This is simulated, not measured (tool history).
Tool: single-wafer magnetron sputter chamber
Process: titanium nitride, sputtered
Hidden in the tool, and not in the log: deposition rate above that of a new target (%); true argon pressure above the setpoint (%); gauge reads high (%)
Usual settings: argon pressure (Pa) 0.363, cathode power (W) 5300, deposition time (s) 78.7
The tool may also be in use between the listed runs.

run   hour  argon pressure (Pa)  cathode power (W)  deposition time (s)  wafers since the last listed run  wafers on the sputter target  hours since the last manometer calibration  hours since the magnet pack was replaced  hours since the gauge calibration  read-back reference wafer on the same gauge, thickness_nm  mean film thickness on the monitor wafer (angstrom)
  1      0                0.363               5000                 71.1                                 0                           985                                      2271.2                                   11878.8                              226.9                                                     84.079                                               623.55
  2   34.8                0.433               5300                 78.7                               308                          1293                                        2306                                   11913.6                              261.7                                                     84.194                                                718.1
  3   63.8                 0.44               5300                   91                               256                          1549                                        2335                                   11942.6                              290.7                                                     84.014                                               821.88
  4   77.3                 0.44               5300                   91                               119                          1669                                      2348.5                                   11956.1                              304.2                                                     84.047                                               817.99
  5   91.7                0.363               5300                 89.5                               127                          1796                                      2362.9                                   11970.5                              318.6                                                     84.176                                               828.84
  6  126.1                0.363               5300                 89.5                               304                          2101                                      2397.3                                   12004.9                                353                                                     84.202                                               826.87
  7  160.4                0.363               5300                 89.5                               303                          2405                                      2431.6                                   12039.2                              387.3                                                      84.14                                               822.82
  8  242.9                0.363               5300                 82.5                               730                          3135                                      2514.1                                   12121.7                              469.8                                                     84.159                                               762.74
  9  256.9                0.363               5300                 78.7                               123                          3259                                      2528.1                                   12135.7                              483.8                                                      84.08                                               721.69
 10  292.4                0.363               5300                 78.7                               314                          3573                                      2563.6                                   12171.2                              519.3                                                     84.107                                               722.65
 11  308.3                0.363               5300                   74                               140                          3714                                      2579.5                                   12187.1                              535.2                                                     84.043                                               674.56
     339.6  -- gauge calibrated
 12  344.1                0.363               5300                 78.7                               316                          4031                                      2615.3                                   12222.9                                4.5                                                     84.072                                               720.67
     371.6  -- magnet pack replaced
 13  378.9                0.363               5300                 78.7                               237                          4268                                      2650.1                                       7.3                               39.3                                                     84.056                                               722.89
 14  394.3                0.432               5300                 78.7                               136                          4404                                      2665.5                                      22.7                               54.7                                                     84.159                                               706.03
 15  413.6                0.363               5850                 88.6                               170                          4575                                      2684.8                                        42                                 74                                                     84.166                                                888.3
 16    429                0.252               5300                 78.7                               136                          4711                                      2700.2                                      57.4                               89.4                                                     84.093                                               738.04
     517.9  -- sputter target and shields replaced
 17  524.2                0.282               4250                 84.1                               771                            56                                      2795.4                                     152.6                              184.6                                                     84.044                                               639.51
 18  551.6                0.498               4700                 78.7                               242                           298                                      2822.8                                       180                                212                                                     84.095                                               624.86
 19  578.5                0.363               5300                 69.3                               238                           536                                      2849.7                                     206.9                              238.9                                                     84.093                                               648.05
 20  610.5                0.454               5300                 74.6                               283                           819                                      2881.7                                     238.9                              270.9                                                     84.102                                                676.5
 21  646.5                 0.25               6000                 78.7                               318                          1138                                      2917.7                                     274.9                              306.9                                                     84.017                                               848.79
     727.7  -- capacitance manometer re-zeroed and calibrated
 22  728.5                0.276               4750                 78.7                               655                          1793                                         0.8                                     356.9                              388.9                                                      84.08                                                668.1
 23  749.6                0.231               6300                 78.7                               186                          1980                                        21.9                                       378                                410                                                     84.068                                               884.37
 24  761.8                0.303               5300                 78.7                               107                          2088                                        34.1                                     390.2                              422.2                                                     84.037                                                741.2
 25  787.3                0.268               5300                 78.7                               225                          2314                                        59.6                                     415.7                              447.7                                                     84.201                                               742.99
     788.1  -- gauge calibrated
 26  818.6                0.304               6100                 78.7                               277                          2591                                        90.9                                       447                               30.5                                                     84.109                                               844.32
 27  842.6                0.363               5300                 78.7                               212                          2803                                       114.9                                       471                               54.5                                                     84.174                                               725.94

Forecast run 28:
 28  914.1                 0.43               5850                 89.1                               632                          3436                                       186.4                                     542.5                                126                                                          ?                                                    ?

{"run 28": {"read-back reference wafer on the same gauge, thickness_nm": 84.061, "mean film thickness on the monitor wafer (angstrom)": 885.42}}
Without the tool's hidden state the same run would have given mean film thickness on the monitor wafer (angstrom) 898.33.

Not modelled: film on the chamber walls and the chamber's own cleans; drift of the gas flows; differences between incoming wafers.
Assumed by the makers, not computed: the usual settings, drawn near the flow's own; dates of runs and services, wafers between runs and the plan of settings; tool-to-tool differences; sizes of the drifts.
